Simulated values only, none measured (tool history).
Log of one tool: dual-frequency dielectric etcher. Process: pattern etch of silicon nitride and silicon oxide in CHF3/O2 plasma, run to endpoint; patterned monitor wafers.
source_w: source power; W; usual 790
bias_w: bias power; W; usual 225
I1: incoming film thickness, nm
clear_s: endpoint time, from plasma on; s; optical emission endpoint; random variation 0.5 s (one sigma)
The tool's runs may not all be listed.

Run 1, day 0: usual settings; I1 281.8. Result: clear_s 164.5 s.
Run 2, day 3.962: usual settings; I1 279.6. Result: clear_s 168 s.
Run 3, day 5.608: usual settings; I1 278.7. Result: clear_s 166.3 s.
Run 4, day 7.162: usual settings but bias_w 199 W; I1 277.1. Result: clear_s 173.6 s.
Run 5, day 10.625: usual settings but bias_w 199 W; I1 282.3. Result: clear_s 175.4 s.
Run 6, day 14.862: usual settings but bias_w 199 W; I1 275.9. Result: clear_s 170.8 s.
Run 7, day 17.833: usual settings; I1 277.5. Result: clear_s 161.8 s.
Run 8, day 22.054: usual settings; I1 277.8. Result: clear_s 167.3 s.
Run 9, day 26.396: usual settings; I1 278.6. Result: clear_s 164.4 s.
Run 10, day 28.717: usual settings; I1 279.5. Result: clear_s 163.4 s.
Run 11, day 32.708: usual settings; I1 279.6. Result: clear_s 162.9 s.
Run 12, day 34.579: usual settings but source_w 700 W, bias_w 275 W; I1 278.5. Result: clear_s 156.3 s.
Run 13, day 36.825: usual settings but source_w 640 W, bias_w 255 W; I1 281.6. Result: clear_s 168.4 s.
Run 14, day 38.662: usual settings but source_w 620 W; I1 275.9. Result: clear_s 174.9 s.
Run 15, day 40.254: usual settings but bias_w 196 W; I1 277.8. Result: clear_s 170.2 s.
Run 16, day 43.817: usual settings but source_w 970 W, bias_w 247 W; I1 278.6. Result: clear_s 147.7 s.
Run 17, day 45.762: usual settings; I1 277.8. Result: clear_s 166 s.
Run 18, day 47.796: usual settings; I1 276.3. Result: clear_s 164.1 s.
Run 19, day 51.433: usual settings but source_w 590 W, bias_w 261 W; I1 282. Result: clear_s 175.9 s.
Run 20, day 54.204: usual settings; I1 281.3. Result: clear_s 165.9 s.
Run 21, day 57.042: usual settings but source_w 900 W, bias_w 181 W; I1 278.5. Result: clear_s 169.1 s.
Run 22, day 58.942: usual settings but source_w 930 W; I1 279.1. Result: clear_s 152 s.
Run 23, day 61.546: usual settings but source_w 640 W, bias_w 256 W; I1 278.7. Result: clear_s 173.4 s.

Taken out of this log: 7 entries between the listed runs. Where each belongs, and how the hidden state differs across it:
Between runs 1 and 2: wet clean of the chamber (day 0.983)
  etch rate over this chamber's usual, %: 3.83 -> 0.993; source power that arrives over what is set, %: -4.78 -> -4.81
  measured less the result without the state, clear_s: -3 -> +1.6 s
Between runs 7 and 8: wet clean of the chamber (day 21.875)
  etch rate over this chamber's usual, %: 3.79 -> 0.347; source power that arrives over what is set, %: -4.92 -> -4.95
  measured less the result without the state, clear_s: -2.8 -> +2.8 s
Between runs 8 and 9: source power generator calibrated (day 24.821)
  etch rate over this chamber's usual, %: 0.347 -> 1.22; source power that arrives over what is set, %: -4.95 -> -0.622
  measured less the result without the state, clear_s: +2.8 -> -1.6 s
Between runs 10 and 11: upper electrode replaced (day 31.375)
  etch rate over this chamber's usual, %: 1.69 -> 2.49; source power that arrives over what is set, %: -0.932 -> -1.42
  measured less the result without the state, clear_s: -2.1 -> -3.1 s
Between runs 15 and 16: wet clean of the chamber (day 41.908)
  etch rate over this chamber's usual, %: 4.02 -> 0.489; source power that arrives over what is set, %: -2.21 -> -2.53
  measured less the result without the state, clear_s: -5.3 -> +0.7 s
Between runs 17 and 18: bias power generator calibrated (day 45.954)
  etch rate over this chamber's usual, %: 0.881 -> 1.29; source power that arrives over what is set, %: -2.69 -> -2.85
  measured less the result without the state, clear_s: +0.4 -> -0.2 s
Between runs 22 and 23: wet clean of the chamber (day 61.525)
  etch rate over this chamber's usual, %: 3.54 -> 0.221; source power that arrives over what is set, %: -3.59 -> -3.73
  measured less the result without the state, clear_s: -3.1 -> +2.2 s

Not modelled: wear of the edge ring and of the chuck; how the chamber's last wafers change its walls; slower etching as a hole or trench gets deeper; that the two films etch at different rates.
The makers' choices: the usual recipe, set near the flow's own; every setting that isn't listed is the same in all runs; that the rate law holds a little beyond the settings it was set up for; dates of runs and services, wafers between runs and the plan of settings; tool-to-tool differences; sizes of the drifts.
